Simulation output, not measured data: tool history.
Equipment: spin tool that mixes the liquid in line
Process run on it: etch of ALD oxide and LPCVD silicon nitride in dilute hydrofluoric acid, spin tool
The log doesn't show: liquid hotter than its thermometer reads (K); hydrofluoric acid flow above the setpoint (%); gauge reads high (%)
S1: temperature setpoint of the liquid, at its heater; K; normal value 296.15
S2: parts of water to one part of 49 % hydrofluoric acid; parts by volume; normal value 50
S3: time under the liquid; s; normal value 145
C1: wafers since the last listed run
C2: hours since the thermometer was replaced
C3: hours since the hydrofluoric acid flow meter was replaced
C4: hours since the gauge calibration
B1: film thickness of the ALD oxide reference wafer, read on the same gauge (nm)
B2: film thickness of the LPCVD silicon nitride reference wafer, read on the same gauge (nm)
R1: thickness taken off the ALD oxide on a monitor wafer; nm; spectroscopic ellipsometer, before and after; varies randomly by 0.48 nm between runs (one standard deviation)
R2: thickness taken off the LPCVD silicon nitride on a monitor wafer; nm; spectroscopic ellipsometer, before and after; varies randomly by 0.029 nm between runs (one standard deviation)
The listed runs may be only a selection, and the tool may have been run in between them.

| run | hour | S1 | S2 | S3 | C1 | C2 | C3 | C4 | B1 | B2 | R1 | R2 |
|---|---|---|---|---|---|---|---|---|---|---|---|---|
| 1 | 0.0 | 296.15 | 50 | 145 | 0 | 1262.1 | 69.5 | 438.0 | 40.03 | 100.011 | 60.23 | 1.680 |
| 2 | 15.1 | 296.15 | 50 | 145 | 171 | 1277.2 | 84.6 | 453.1 | 40.00 | 100.040 | 61.46 | 1.718 |
| 3 | 24.1 | 296.15 | 60 | 145 | 102 | 1286.2 | 93.6 | 462.1 | 40.00 | 100.047 | 49.52 | 1.447 |
|  | 27.3 | gauge calibrated |
| 4 | 36.5 | 296.15 | 60 | 145 | 140 | 1298.6 | 106.0 | 9.2 | 40.01 | 100.005 | 49.48 | 1.442 |
| 5 | 45.5 | 299.15 | 50 | 145 | 102 | 1307.6 | 115.0 | 18.2 | 39.98 | 100.002 | 67.92 | 2.036 |
| 6 | 51.8 | 296.15 | 50 | 145 | 71 | 1313.9 | 121.3 | 24.5 | 40.01 | 99.985 | 59.98 | 1.778 |
| 7 | 63.1 | 296.15 | 50 | 145 | 128 | 1325.2 | 132.6 | 35.8 | 40.01 | 99.951 | 59.47 | 1.666 |
| 8 | 74.2 | 298.65 | 65 | 215 | 125 | 1336.3 | 143.7 | 46.9 | 40.00 | 100.047 | 73.73 | 2.340 |
| 9 | 88.9 | 291.65 | 25 | 80 | 166 | 1351.0 | 158.4 | 61.6 | 40.00 | 100.043 | 55.92 | 1.357 |
| 10 | 97.2 | 294.65 | 60 | 70 | 94 | 1359.3 | 166.7 | 69.9 | 39.98 | 99.977 | 22.19 | 0.611 |
| 11 | 105.7 | 299.65 | 35 | 220 | 96 | 1367.8 | 175.2 | 78.4 | 40.04 | 100.027 | 154.70 | 4.625 |
| 12 | 111.7 | 300.65 | 40 | 105 | 68 | 1373.8 | 181.2 | 84.4 | 40.01 | 100.021 | 67.42 | 2.074 |
| 13 | 122.9 | 296.15 | 50 | 145 | 126 | 1385.0 | 192.4 | 95.6 | 39.96 | 100.006 | 60.58 | 1.707 |
| 14 | 131.9 | 296.15 | 50 | 145 | 102 | 1394.0 | 201.4 | 104.6 | 40.01 | 99.962 | 60.85 | 1.685 |
| 15 | 138.0 | 294.65 | 50 | 60 | 69 | 1400.1 | 207.5 | 110.7 | 39.94 | 100.029 | 23.46 | 0.636 |
|  | 152.7 | thermometer replaced |
| 16 | 155.8 | 296.15 | 40 | 145 | 190 | 3.1 | 225.3 | 128.5 | 39.99 | 99.975 | 69.36 | 1.759 |
| 17 | 170.1 | 294.15 | 50 | 145 | 162 | 17.4 | 239.6 | 142.8 | 39.97 | 99.979 | 49.97 | 1.251 |
| 18 | 177.3 | 292.15 | 60 | 180 | 81 | 24.6 | 246.8 | 150.0 | 40.02 | 99.990 | 46.63 | 1.114 |
| 19 | 183.6 | 296.15 | 40 | 215 | 71 | 30.9 | 253.1 | 156.3 | 39.98 | 99.989 | 103.26 | 2.645 |
| 20 | 191.3 | 293.65 | 60 | 70 | 87 | 38.6 | 260.8 | 164.0 | 39.97 | 100.013 | 19.67 | 0.499 |
| 21 | 204.7 | 296.15 | 40 | 145 | 151 | 52.0 | 274.2 | 177.4 | 39.95 | 99.967 | 68.26 | 1.781 |
| 22 | 216.9 | 292.15 | 40 | 175 | 138 | 64.2 | 286.4 | 189.6 | 40.00 | 100.011 | 70.01 | 1.733 |
| 23 | 232.1 | 296.15 | 60 | 60 | 172 | 79.4 | 301.6 | 204.8 | 40.03 | 99.959 | 18.79 | 0.512 |
| 24 | 245.3 | 296.15 | 50 | 145 | 149 | 92.6 | 314.8 | 218.0 | 39.98 | 99.983 | 54.26 | 1.501 |
| 25 | 297.7 | 291.65 | 25 | 75 | 593 | 145.0 | 367.2 | 270.4 | 40.02 | 100.001 | 48.37 | 1.121 |

What if the next run were any one of these 5? Each begins from the tool's condition after run 25:
| A | 298.2 | 296.15 | 50 | 75 | 5 | 145.5 | 367.7 | 270.9 | ? | ? | ? | ? |
| B | 298.2 | 296.15 | 50 | 210 | 5 | 145.5 | 367.7 | 270.9 | ? | ? | ? | ? |
| C | 298.2 | 296.15 | 50 | 170 | 5 | 145.5 | 367.7 | 270.9 | ? | ? | ? | ? |
| D | 298.2 | 296.15 | 65 | 145 | 5 | 145.5 | 367.7 | 270.9 | ? | ? | ? | ? |
| E | 298.2 | 296.15 | 50 | 195 | 5 | 145.5 | 367.7 | 270.9 | ? | ? | ? | ? |

| run | B1 | B2 | R1 | R2 |
|---|---|---|---|---|
| A | 40.03 | 100.009 | 28.38 | 0.767 |
| B | 40.03 | 100.009 | 79.46 | 2.149 |
| C | 40.03 | 100.009 | 64.33 | 1.739 |
| D | 40.03 | 100.009 | 41.40 | 1.147 |
| E | 40.03 | 100.009 | 73.79 | 1.995 |
What these runs would have given with no unlogged condition in the tool:
| run | R1 | R2 |
|---|---|---|
| A | 28.03 | 0.752 |
| B | 78.48 | 2.105 |
| C | 63.53 | 1.704 |
| D | 40.89 | 1.124 |
| E | 72.88 | 1.955 |
